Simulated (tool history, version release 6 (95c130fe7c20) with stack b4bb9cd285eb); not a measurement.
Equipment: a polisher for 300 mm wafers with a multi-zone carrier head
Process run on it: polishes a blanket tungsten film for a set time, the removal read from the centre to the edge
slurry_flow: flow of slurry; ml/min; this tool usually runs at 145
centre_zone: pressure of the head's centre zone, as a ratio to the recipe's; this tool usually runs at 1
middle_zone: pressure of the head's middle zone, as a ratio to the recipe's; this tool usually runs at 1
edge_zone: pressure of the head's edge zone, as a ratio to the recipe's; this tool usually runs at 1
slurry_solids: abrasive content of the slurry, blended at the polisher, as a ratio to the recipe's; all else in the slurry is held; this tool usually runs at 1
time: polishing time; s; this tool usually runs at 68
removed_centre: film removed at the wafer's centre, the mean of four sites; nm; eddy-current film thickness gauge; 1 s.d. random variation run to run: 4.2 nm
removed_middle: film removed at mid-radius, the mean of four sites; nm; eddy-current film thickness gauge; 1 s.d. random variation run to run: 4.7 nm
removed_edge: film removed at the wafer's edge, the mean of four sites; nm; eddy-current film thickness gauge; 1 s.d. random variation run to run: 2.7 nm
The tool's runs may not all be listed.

| run | day | slurry_flow | centre_zone | middle_zone | edge_zone | slurry_solids | time | wafers since the last listed run | wafers polished on this pad | hours since the slurry nozzle was cleaned | hours since the centre zone pressure was calibrated | hours since the edge zone pressure was calibrated | hours since the carrier head's membrane was replaced | incoming thickness of the incoming film, nm | removed_centre | removed_middle | removed_edge |
|---|---|---|---|---|---|---|---|---|---|---|---|---|---|---|---|---|---|
| 1 | 0 | 145 | 1 | 1 | 1 | 1 | 68 | 0 | 2316 | 42.8 | 1031 | 594.8 | 1224.7 | 1387.1 | 326.3 | 311.3 | 321.4 |
| 2 | 1.546 | 145 | 1 | 1 | 1 | 1 | 68 | 441 | 2757 | 79.9 | 1068.1 | 631.9 | 1261.8 | 1402.2 | 331.7 | 312.9 | 314.8 |
|  | 2.588 | worn pad replaced by a new one |
| 3 | 4.096 | 145 | 1 | 0.92 | 1 | 1 | 68 | 680 | 430 | 141.1 | 1129.3 | 693.1 | 1323 | 1381.1 | 343.1 | 317.9 | 334.8 |
| 4 | 6.592 | 145 | 1 | 1 | 1 | 1.25 | 68 | 712 | 1142 | 201 | 1189.2 | 753 | 1382.9 | 1426.9 | 363.8 | 357.3 | 353.5 |
| 5 | 8.392 | 145 | 1 | 1 | 1 | 1 | 62 | 513 | 1656 | 244.2 | 1232.4 | 796.2 | 1426.1 | 1384.6 | 304.8 | 298.4 | 292.4 |
|  | 10.671 | edge zone pressure recalibrated |
| 6 | 11.371 | 145 | 1 | 1 | 1 | 1 | 62 | 826 | 2483 | 315.7 | 1303.9 | 16.8 | 1497.6 | 1425.6 | 300.6 | 281.2 | 288.7 |
|  | 11.908 | slurry nozzle cleaned |
|  | 12.075 | worn pad replaced by a new one |
|  | 12.679 | centre zone pressure recalibrated |
| 7 | 12.812 | 145 | 1 | 1 | 1 | 1 | 62 | 328 | 187 | 21.7 | 3.2 | 51.4 | 1532.2 | 1403.5 | 293.7 | 302.8 | 306.3 |
| 8 | 14.546 | 145 | 1 | 1 | 0.91 | 1 | 60 | 494 | 682 | 63.3 | 44.8 | 93 | 1573.8 | 1405.2 | 286.5 | 288.6 | 280 |
| 9 | 16.879 | 145 | 1 | 1 | 0.91 | 1 | 60 | 666 | 1348 | 119.3 | 100.8 | 149 | 1629.8 | 1399.2 | 284.8 | 283.4 | 273.7 |
| 10 | 18.404 | 145 | 1 | 1 | 1 | 0.75 | 68 | 435 | 1783 | 155.9 | 137.4 | 185.6 | 1666.4 | 1392.6 | 277.3 | 278.5 | 289.7 |
|  | 19.146 | carrier head's membrane replaced by a new one |
| 11 | 20.371 | 145 | 1 | 1 | 1 | 1.25 | 50 | 502 | 2285 | 203.1 | 184.6 | 232.8 | 29.4 | 1401.4 | 245.4 | 252.8 | 256.2 |
|  | 21.471 | worn pad replaced by a new one |
| 12 | 22.921 | 95 | 1 | 1 | 1.1 | 0.7 | 61 | 680 | 413 | 264.3 | 245.8 | 294 | 90.6 | 1376.6 | 214.5 | 226.5 | 242.5 |
|  | 23.171 | slurry nozzle cleaned |
| 13 | 24.512 | 145 | 1 | 1 | 0.91 | 1 | 60 | 442 | 856 | 32.2 | 284 | 332.2 | 128.8 | 1395 | 277.1 | 292.9 | 274.9 |
| 14 | 26.092 | 145 | 1 | 0.89 | 1 | 1 | 68 | 450 | 1307 | 70.1 | 321.9 | 370.1 | 166.7 | 1384.7 | 320.8 | 297.7 | 322.8 |
| 15 | 28.854 | 145 | 1 | 1 | 1 | 1 | 68 | 788 | 2095 | 136.4 | 388.2 | 436.4 | 233 | 1419.8 | 312.5 | 317.2 | 313.9 |
| 16 | 31.079 | 165 | 1.07 | 1 | 0.9 | 1 | 85 | 635 | 2731 | 189.8 | 441.6 | 489.8 | 286.4 | 1420.6 | 410.7 | 399.9 | 379 |
|  | 32.525 | worn pad replaced by a new one |
| 17 | 33.8 | 145 | 1.04 | 1 | 1 | 1 | 59 | 729 | 364 | 255.1 | 506.9 | 555.1 | 351.7 | 1396 | 291.4 | 286.8 | 289.6 |

What will run 18 give?
|  | 35.417 | slurry nozzle cleaned |
| 18 | 40.388 | 145 | 1 | 1.05 | 1 | 1 | 68 | 1869 | 2233 | 119.3 | 665 | 713.2 | 509.8 | 1377.3 | ? | ? | ? |

Run 18 came out at removed_centre 316.3 nm, removed_middle 330.9 nm, removed_edge 318.5 nm.
With the hidden condition absent and the run-to-run variation left alone, this run would have shown removed_centre 326.1 nm, removed_middle 349.5 nm, removed_edge 336.4 nm.
